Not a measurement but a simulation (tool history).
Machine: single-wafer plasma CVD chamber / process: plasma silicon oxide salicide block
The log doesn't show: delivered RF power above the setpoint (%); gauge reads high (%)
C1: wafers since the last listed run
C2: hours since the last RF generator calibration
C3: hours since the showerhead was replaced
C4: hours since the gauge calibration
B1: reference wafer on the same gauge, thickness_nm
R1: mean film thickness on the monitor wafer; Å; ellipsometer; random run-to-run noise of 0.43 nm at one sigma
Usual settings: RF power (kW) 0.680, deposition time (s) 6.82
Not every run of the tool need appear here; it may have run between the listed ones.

{"run": 1, "hour": 0.0, "RF power (kW)": 0.68, "deposition time (s)": 6.82, "C1": 0, "C2": 12.7, "C3": 2235.1, "C4": 1461.6, "B1": 65.293, "R1": 761.2}
{"hour": 41.8, "done": "gauge calibrated"}
{"run": 2, "hour": 107.9, "RF power (kW)": 0.68, "deposition time (s)": 6.82, "C1": 3277, "C2": 120.6, "C3": 2343.0, "C4": 66.1, "B1": 65.293, "R1": 752.17}
{"run": 3, "hour": 189.4, "RF power (kW)": 0.68, "deposition time (s)": 6.82, "C1": 2475, "C2": 202.1, "C3": 2424.5, "C4": 147.6, "B1": 65.144, "R1": 752.56}
{"run": 4, "hour": 261.4, "RF power (kW)": 0.68, "deposition time (s)": 6.82, "C1": 2186, "C2": 274.1, "C3": 2496.5, "C4": 219.6, "B1": 65.171, "R1": 756.73}
{"run": 5, "hour": 361.5, "RF power (kW)": 0.68, "deposition time (s)": 6.82, "C1": 3040, "C2": 374.2, "C3": 2596.6, "C4": 319.7, "B1": 65.185, "R1": 757.84}
{"run": 6, "hour": 403.5, "RF power (kW)": 0.68, "deposition time (s)": 6.82, "C1": 1275, "C2": 416.2, "C3": 2638.6, "C4": 361.7, "B1": 65.123, "R1": 758.65}
{"run": 7, "hour": 444.6, "RF power (kW)": 0.68, "deposition time (s)": 6.82, "C1": 1248, "C2": 457.3, "C3": 2679.7, "C4": 402.8, "B1": 65.216, "R1": 756.5}
{"run": 8, "hour": 532.8, "RF power (kW)": 0.68, "deposition time (s)": 6.82, "C1": 2678, "C2": 545.5, "C3": 2767.9, "C4": 491.0, "B1": 65.129, "R1": 750.54}
{"run": 9, "hour": 609.1, "RF power (kW)": 0.68, "deposition time (s)": 6.82, "C1": 2317, "C2": 621.8, "C3": 2844.2, "C4": 567.3, "B1": 65.156, "R1": 759.7}
{"run": 10, "hour": 676.4, "RF power (kW)": 0.68, "deposition time (s)": 6.82, "C1": 2044, "C2": 689.1, "C3": 2911.5, "C4": 634.6, "B1": 65.283, "R1": 746.54}
{"run": 11, "hour": 758.9, "RF power (kW)": 0.735, "deposition time (s)": 7.88, "C1": 2505, "C2": 771.6, "C3": 2994.0, "C4": 717.1, "B1": 65.083, "R1": 903.29}
{"run": 12, "hour": 849.9, "RF power (kW)": 0.68, "deposition time (s)": 6.82, "C1": 2764, "C2": 862.6, "C3": 3085.0, "C4": 808.1, "B1": 65.205, "R1": 745.68}
{"run": 13, "hour": 928.0, "RF power (kW)": 0.68, "deposition time (s)": 7.69, "C1": 2372, "C2": 940.7, "C3": 3163.1, "C4": 886.2, "B1": 65.192, "R1": 847.46}
{"run": 14, "hour": 985.6, "RF power (kW)": 0.68, "deposition time (s)": 7.69, "C1": 1749, "C2": 998.3, "C3": 3220.7, "C4": 943.8, "B1": 65.174, "R1": 839.29}
{"hour": 1000.7, "done": "RF generator calibrated"}
{"run": 15, "hour": 1032.6, "RF power (kW)": 0.68, "deposition time (s)": 7.69, "C1": 1184, "C2": 31.9, "C3": 3267.7, "C4": 990.8, "B1": 65.219, "R1": 835.22}
{"run": 16, "hour": 1069.7, "RF power (kW)": 0.68, "deposition time (s)": 6.82, "C1": 1126, "C2": 69.0, "C3": 3304.8, "C4": 1027.9, "B1": 65.192, "R1": 738.21}
{"run": 17, "hour": 1117.8, "RF power (kW)": 0.68, "deposition time (s)": 6.82, "C1": 1460, "C2": 117.1, "C3": 3352.9, "C4": 1076.0, "B1": 65.111, "R1": 724.99}
{"run": 18, "hour": 1288.2, "RF power (kW)": 0.72, "deposition time (s)": 5.99, "C1": 5175, "C2": 287.5, "C3": 3523.3, "C4": 1246.4, "B1": 65.206, "R1": 656.86}
{"run": 19, "hour": 1382.2, "RF power (kW)": 0.68, "deposition time (s)": 6.42, "C1": 2855, "C2": 381.5, "C3": 3617.3, "C4": 1340.4, "B1": 65.27, "R1": 682.98}
{"run": 20, "hour": 1463.9, "RF power (kW)": 0.56, "deposition time (s)": 6.09, "C1": 2481, "C2": 463.2, "C3": 3699.0, "C4": 1422.1, "B1": 65.198, "R1": 580.75}
{"run": 21, "hour": 1522.8, "RF power (kW)": 0.775, "deposition time (s)": 7.48, "C1": 1789, "C2": 522.1, "C3": 3757.9, "C4": 1481.0, "B1": 65.203, "R1": 844.06}
{"hour": 1543.0, "done": "RF generator calibrated, repeated, since the last time left the tool worse"}
{"run": 22, "hour": 1591.1, "RF power (kW)": 0.68, "deposition time (s)": 6.29, "C1": 1831, "C2": 48.1, "C3": 3826.2, "C4": 1549.3, "B1": 65.178, "R1": 711.11}
{"run": 23, "hour": 1657.7, "RF power (kW)": 0.6, "deposition time (s)": 7.49, "C1": 2022, "C2": 114.7, "C3": 3892.8, "C4": 1615.9, "B1": 65.225, "R1": 792.83}
{"run": 24, "hour": 1749.1, "RF power (kW)": 0.68, "deposition time (s)": 6.82, "C1": 2776, "C2": 206.1, "C3": 3984.2, "C4": 1707.3, "B1": 65.151, "R1": 761.78}
{"hour": 1790.2, "done": "gauge calibrated"}
{"run": 25, "hour": 1819.3, "RF power (kW)": 0.565, "deposition time (s)": 6.82, "C1": 2132, "C2": 276.3, "C3": 4054.4, "C4": 29.1, "B1": 65.249, "R1": 692.67}
{"run": 26, "hour": 1863.9, "RF power (kW)": 0.575, "deposition time (s)": 6.12, "C1": 1354, "C2": 320.9, "C3": 4099.0, "C4": 73.7, "B1": 65.188, "R1": 626.5}
{"run": 27, "hour": 1956.8, "RF power (kW)": 0.595, "deposition time (s)": 6.22, "C1": 2821, "C2": 413.8, "C3": 4191.9, "C4": 166.6, "B1": 65.173, "R1": 640.89}
{"run": 28, "hour": 2056.0, "RF power (kW)": 0.8, "deposition time (s)": 6.82, "C1": 3013, "C2": 513.0, "C3": 4291.1, "C4": 265.8, "B1": 65.232, "R1": 821.12}
{"run": 29, "hour": 2099.6, "RF power (kW)": 0.68, "deposition time (s)": 6.82, "C1": 1324, "C2": 556.6, "C3": 4334.7, "C4": 309.4, "B1": 65.136, "R1": 756.26}
{"run": 30, "hour": 2183.9, "RF power (kW)": 0.775, "deposition time (s)": 6.06, "C1": 2560, "C2": 640.9, "C3": 4419.0, "C4": 393.7, "B1": 65.26, "R1": 712.78}
{"hour": 2222.0, "done": "showerhead replaced"}
{"run": 31, "hour": 2230.8, "RF power (kW)": 0.62, "deposition time (s)": 5.74, "C1": 1181, "C2": 687.8, "C3": 8.8, "C4": 440.6, "B1": 65.19, "R1": 600.49}
{"hour": 2446.0, "done": "RF generator calibrated"}
{"run": 32, "hour": 2470.8, "RF power (kW)": 0.755, "deposition time (s)": 7.88, "C1": 7046, "C2": 24.8, "C3": 248.8, "C4": 680.6, "B1": 65.232, "R1": 928.64}
{"run": 33, "hour": 2678.9, "RF power (kW)": 0.595, "deposition time (s)": 6.36, "C1": 6320, "C2": 232.9, "C3": 456.9, "C4": 888.7, "B1": 65.267, "R1": 669.17}
{"run": 34, "hour": 2721.0, "RF power (kW)": 0.68, "deposition time (s)": 6.82, "C1": 1278, "C2": 275.0, "C3": 499.0, "C4": 930.8, "B1": 65.146, "R1": 760.75}
{"run": 35, "hour": 2764.0, "RF power (kW)": 0.575, "deposition time (s)": 5.47, "C1": 1306, "C2": 318.0, "C3": 542.0, "C4": 973.8, "B1": 65.179, "R1": 555.68}
{"run": 36, "hour": 2852.6, "RF power (kW)": 0.74, "deposition time (s)": 7.29, "C1": 2691, "C2": 406.6, "C3": 630.6, "C4": 1062.4, "B1": 65.147, "R1": 847.49}
{"run": 37, "hour": 2898.4, "RF power (kW)": 0.68, "deposition time (s)": 6.82, "C1": 1391, "C2": 452.4, "C3": 676.4, "C4": 1108.2, "B1": 65.191, "R1": 755.42}
{"run": 38, "hour": 2984.0, "RF power (kW)": 0.8, "deposition time (s)": 6.82, "C1": 2599, "C2": 538.0, "C3": 762.0, "C4": 1193.8, "B1": 65.188, "R1": 817.44}

Predict each of these 5 candidate next runs independently; none follows another, all start after run 38:
{"run": "A", "hour": 2984.4, "RF power (kW)": 0.68, "deposition time (s)": 5.53, "C1": 12, "C2": 538.4, "C3": 762.4, "C4": 1194.2, "B1": "?", "R1": "?"}
{"run": "B", "hour": 2984.4, "RF power (kW)": 0.68, "deposition time (s)": 7.31, "C1": 12, "C2": 538.4, "C3": 762.4, "C4": 1194.2, "B1": "?", "R1": "?"}
{"run": "C", "hour": 2984.4, "RF power (kW)": 0.68, "deposition time (s)": 5.62, "C1": 12, "C2": 538.4, "C3": 762.4, "C4": 1194.2, "B1": "?", "R1": "?"}
{"run": "D", "hour": 2984.4, "RF power (kW)": 0.68, "deposition time (s)": 6.19, "C1": 12, "C2": 538.4, "C3": 762.4, "C4": 1194.2, "B1": "?", "R1": "?"}
{"run": "E", "hour": 2984.4, "RF power (kW)": 0.775, "deposition time (s)": 8.12, "C1": 12, "C2": 538.4, "C3": 762.4, "C4": 1194.2, "B1": "?", "R1": "?"}

run=A B1=65.199 R1=611.36
run=B B1=65.199 R1=808.14
run=C B1=65.199 R1=621.30
run=D B1=65.199 R1=684.32
run=E B1=65.199 R1=953.84
Without the tool's hidden state the same runs would have given:
run=A R1=619.84
run=B R1=819.36
run=C R1=629.93
run=D R1=693.82
run=E R1=967.08
